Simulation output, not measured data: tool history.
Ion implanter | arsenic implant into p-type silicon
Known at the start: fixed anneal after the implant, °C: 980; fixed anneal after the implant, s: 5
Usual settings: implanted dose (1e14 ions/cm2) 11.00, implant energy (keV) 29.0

run,hour,implanted dose (1e14 ions/cm2),implant energy (keV),wafers since the last listed run,hours since the last dose calibration,hours since the extraction supply was calibrated,hours since the gauge calibration,"read-back reference wafer on the same gauge, sheet resistance",sheet resistance of the implanted and annealed layer (ohm/square)
1,0.0,11.00,29.0,0,1004.3,2282.3,913.8,135.07,127.45
2,27.5,11.00,29.0,824,1031.8,2309.8,941.3,134.91,127.72
3,49.2,11.00,29.0,650,1053.5,2331.5,963.0,135.09,127.08
4,79.9,11.00,29.0,920,1084.2,2362.2,993.7,134.86,127.70
5,185.4,11.00,29.0,3164,1189.7,2467.7,1099.2,135.12,127.35
6,198.4,11.00,29.0,389,1202.7,2480.7,1112.2,134.96,126.58
# hour 208.8: extraction supply calibrated
7,219.4,11.00,29.0,389,1223.7,10.6,1133.2,135.08,127.35
8,246.3,11.00,29.0,806,1250.6,37.5,1160.1,135.00,127.58
# hour 260.3: gauge calibrated
9,276.9,11.00,29.0,917,1281.2,68.1,16.6,134.92,127.09
10,291.0,11.00,29.0,422,1295.3,82.2,30.7,134.95,127.21
11,307.3,12.06,29.0,488,1311.6,98.5,47.0,135.09,122.02
# hour 330.8: Faraday cup replaced and dose calibrated
12,335.0,12.06,29.0,590,4.2,126.2,74.7,134.97,124.07
13,361.7,12.06,29.0,800,30.9,152.9,101.4,134.84,123.59
14,380.3,11.00,29.0,557,49.5,171.5,120.0,134.85,128.49
15,408.5,11.00,29.0,845,77.7,199.7,148.2,134.99,128.37
16,430.8,11.90,21.5,668,100.0,222.0,170.5,135.07,141.55
17,456.0,11.00,29.0,755,125.2,247.2,195.7,134.98,128.01
18,487.6,13.42,26.0,947,156.8,278.8,227.3,134.99,125.64
19,499.8,9.47,24.0,365,169.0,291.0,239.5,134.90,146.79
20,513.1,13.70,26.0,398,182.3,304.3,252.8,135.13,125.03
21,541.1,9.70,35.5,839,210.3,332.3,280.8,134.73,126.49
22,557.5,13.70,26.0,491,226.7,348.7,297.2,134.94,124.94
23,580.0,13.54,20.0,674,249.2,371.2,319.7,134.90,141.06
24,605.1,10.10,29.0,752,274.3,396.3,344.8,134.80,132.25
25,635.7,12.44,29.0,917,304.9,426.9,375.4,134.90,122.57
26,671.6,8.88,38.5,1076,340.8,462.8,411.3,135.10,129.13
27,700.1,8.03,34.0,854,369.3,491.3,439.8,134.96,142.39
28,715.2,13.54,21.5,452,384.4,506.4,454.9,134.94,136.81
29,740.0,8.63,20.0,743,409.2,531.2,479.7,135.14,161.36
30,764.1,7.76,19.0,722,433.3,555.3,503.8,135.07,170.35
31,784.8,11.00,36.0,620,454.0,576.0,524.5,134.98,118.14
32,817.5,8.37,23.0,980,486.7,608.7,557.2,134.98,156.91
33,848.3,12.06,29.0,923,517.5,639.5,588.0,134.93,123.54
34,861.9,8.64,33.0,407,531.1,653.1,601.6,134.86,138.06
35,886.1,11.00,29.0,725,555.3,677.3,625.8,135.01,127.30
36,904.7,11.00,29.0,557,573.9,695.9,644.4,135.10,128.04

Forecast each of these 5 alternatives for the next run:
A,905.1,11.00,39.0,11,574.3,696.3,644.8,?,?
B,905.1,8.73,21.0,11,574.3,696.3,644.8,?,?
C,905.1,13.34,25.5,11,574.3,696.3,644.8,?,?
D,905.1,13.02,29.0,11,574.3,696.3,644.8,?,?
E,905.1,8.64,34.0,11,574.3,696.3,644.8,?,?

run,"read-back reference wafer on the same gauge, sheet resistance",sheet resistance of the implanted and annealed layer (ohm/square)
A,134.85,114.52
B,134.85,156.99
C,134.85,126.20
D,134.85,120.09
E,134.85,136.08
Without the tool's hidden state the same runs would have given:
run,sheet resistance of the implanted and annealed layer (ohm/square)
A,115.37
B,157.91
C,126.73
D,120.68
E,137.22
